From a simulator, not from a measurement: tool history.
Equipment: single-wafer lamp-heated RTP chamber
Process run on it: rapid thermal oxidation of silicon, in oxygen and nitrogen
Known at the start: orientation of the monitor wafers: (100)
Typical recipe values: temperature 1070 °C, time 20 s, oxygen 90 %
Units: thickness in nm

| run | hour | temperature | time | oxygen | read-back reference wafer on the same gauge, thickness | thickness |
|---|---|---|---|---|---|---|
| 1 | 0.0 | 1070 | 27 | 90 | 6.364 | 7.451 |
| 2 | 59.9 | 1070 | 27 | 90 | 6.370 | 7.422 |
| 3 | 99.7 | 1093 | 12 | 90 | 6.373 | 6.213 |
| 4 | 191.9 | 1093 | 12 | 90 | 6.383 | 6.236 |
| 5 | 267.6 | 1048 | 20 | 98 | 6.386 | 5.869 |
|  | 319.3 | pyrometer window cleaned and pyrometer calibrated |
| 6 | 329.1 | 1048 | 20 | 98 | 6.389 | 5.867 |
| 7 | 403.6 | 1070 | 20 | 90 | 6.390 | 6.603 |
| 8 | 511.5 | 1070 | 20 | 90 | 6.395 | 6.594 |
| 9 | 615.0 | 1070 | 20 | 90 | 6.400 | 6.604 |
| 10 | 689.7 | 1070 | 20 | 90 | 6.402 | 6.609 |
|  | 784.4 | pyrometer window cleaned and pyrometer calibrated |
| 11 | 784.9 | 1070 | 20 | 90 | 6.406 | 6.598 |
|  | 817.5 | gauge calibrated |
| 12 | 835.6 | 1060 | 20 | 90 | 6.283 | 6.076 |
| 13 | 904.3 | 1060 | 20 | 90 | 6.296 | 6.081 |
| 14 | 1001.5 | 1070 | 20 | 90 | 6.318 | 6.551 |

Predict the results of run 15:
| 15 | 1058.2 | 1070 | 20 | 98 | ? | ? |

Run 15 yielded read-back reference wafer on the same gauge, thickness 6.327, thickness 6.736 nm.
The same run, on a tool lacking any hidden state, would have yielded thickness 6.674 nm.

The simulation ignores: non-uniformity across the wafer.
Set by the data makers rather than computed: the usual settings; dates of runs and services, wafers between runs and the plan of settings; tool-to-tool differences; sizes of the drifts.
